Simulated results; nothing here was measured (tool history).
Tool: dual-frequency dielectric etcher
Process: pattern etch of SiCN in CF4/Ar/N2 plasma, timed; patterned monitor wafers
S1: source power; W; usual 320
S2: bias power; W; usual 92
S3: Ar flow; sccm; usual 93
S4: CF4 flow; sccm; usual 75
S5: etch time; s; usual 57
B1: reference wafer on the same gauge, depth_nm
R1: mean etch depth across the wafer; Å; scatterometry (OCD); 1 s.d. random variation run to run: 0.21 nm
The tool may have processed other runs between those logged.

run   hour   S1   S2  S3  S4  S5     B1     R1
  1      0  320   92  93  75  57  48.91  414.8
  2   60.2  320   92  93  75  57  48.92  415.6
  3   95.8  320   92  93  75  57  48.97  420.7
     119.1  -- gauge calibrated
     130.7  -- upper electrode replaced
  4    135  320   92  93  75  57  46.89  401.6
  5  184.5  320   76  93  75  57  47.21  363.7
     207.7  -- CF4 flow controller replaced
  6  234.6  320   76  93  75  57  47.39  374.9
  7    275  320   92  93  75  57  47.59    403
  8  301.8  320   92  93  75  57  47.68  405.1
     335.8  -- wet clean of the chamber
  9  336.3  320   92  93  75  57  47.79  402.9
 10  352.3  360   92  79  75  57  47.85  467.6
 11  417.3  320   92  93  75  57  48.07  407.8
 12  474.9  320   92  93  75  57   48.2  408.8
 13  506.2  320   92  93  86  57  48.23  415.3
 14  535.1  300   92  75  75  57  48.29  395.9
     562.8  -- Ar flow controller replaced
 15  593.4  280   92  93  75  57  48.45  362.4
 16  639.7  320  106  93  88  57  48.46  449.2
     673.2  -- bias power generator calibrated
     695.8  -- source power generator calibrated
 17  718.7  250   92  77  75  52  48.57  305.7
 18  768.7  320   92  93  75  57  48.65  417.1
     806.2  -- wet clean of the chamber
 19  838.5  320   92  93  91  41  48.76  304.2
 20  906.9  320   70  93  75  57  48.83  365.1
 21    940  320   92  93  75  57  48.83  409.6
 22   1011  390   85  93  75  57  48.84  481.9

Each run again, without the hidden state but with its own random variation kept:
Hidden state present: etch rate over this chamber's usual, %; source power that arrives over what is set, %; bias power that arrives over what is set, %; Ar flow that arrives over what is set, %; CF4 flow that arrives over what is set, %; gauge reads high (%).
run     R1
  1    396
  2  396.6
  3  401.3
  4  399.6
  5  359.9
  6  369.2
  7  395.5
  8  396.7
  9  393.6
 10  456.3
 11  396.3
 12  396.2
 13  401.9
 14  382.6
 15  349.6
 16  432.7
 17  293.8
 18  400.4
 19  291.6
 20  349.6
 21    392
 22  460.9

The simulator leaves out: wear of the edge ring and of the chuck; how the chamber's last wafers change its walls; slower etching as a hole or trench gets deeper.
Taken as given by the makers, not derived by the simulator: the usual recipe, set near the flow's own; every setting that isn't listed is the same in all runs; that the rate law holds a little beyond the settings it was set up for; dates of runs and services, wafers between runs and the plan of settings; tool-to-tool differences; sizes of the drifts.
